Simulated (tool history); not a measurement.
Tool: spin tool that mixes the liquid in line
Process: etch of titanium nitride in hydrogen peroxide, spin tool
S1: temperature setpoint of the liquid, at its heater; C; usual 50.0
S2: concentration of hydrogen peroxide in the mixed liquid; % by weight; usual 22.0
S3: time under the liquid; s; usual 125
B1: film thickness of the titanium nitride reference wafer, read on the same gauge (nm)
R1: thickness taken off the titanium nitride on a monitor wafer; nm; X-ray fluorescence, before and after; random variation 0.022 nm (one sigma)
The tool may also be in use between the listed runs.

run,day,S1,S2,S3,B1,R1
1,0.000,50.0,22.0,125,110.02,5.00
2,2.042,50.0,20.5,125,110.01,4.91
3,4.029,50.0,20.5,125,110.01,4.95
4,6.871,50.0,20.5,125,110.00,4.97
5,8.354,55.0,18.5,125,110.00,6.89
6,10.829,55.0,18.5,125,110.01,6.91
7,12.542,55.5,22.0,125,110.01,7.44
8,14.479,52.0,22.0,125,110.02,5.80
9,15.542,50.0,27.5,175,110.02,7.25
10,17.971,42.5,17.5,125,110.02,2.69
11,19.796,50.0,18.5,125,110.00,4.74
12,21.433,52.5,28.5,195,110.00,9.74
13,23.317,50.0,24.5,95,109.99,3.85
14,25.650,44.0,20.0,165,110.01,4.11
15,27.621,50.0,22.0,125,110.01,5.00
16,28.950,50.0,22.0,125,109.99,4.97

Not shown: 5 entries that the log had between the listed runs. Between which runs, and how does the tool's hidden state differ before and after?
Between runs 7 and 8: thermometer replaced (day 14.167)
  peroxide flow above the setpoint (%): 11.7 -> 12.3
  measured less the result without the state, R1: +0.18 -> +0.14 nm
Between runs 8 and 9: peroxide flow meter replaced (day 15.104)
  peroxide flow above the setpoint (%): 12.3 -> 0.457
  measured less the result without the state, R1: +0.14 -> +0.01 nm
Between runs 9 and 10: new drum of peroxide connected (day 15.975)
  peroxide flow above the setpoint (%): 0.457 -> 1.24
  measured less the result without the state, R1: +0.01 -> +0.00 nm
Between runs 10 and 11: gauge calibrated (day 18.825)
  peroxide flow above the setpoint (%): 1.24 -> 1.84
  measured less the result without the state, R1: +0.00 -> +0.02 nm
Between runs 12 and 13: heated supply line repaired (day 22.354)
  peroxide flow above the setpoint (%): 2.37 -> 2.98
  measured less the result without the state, R1: +0.05 -> +0.03 nm
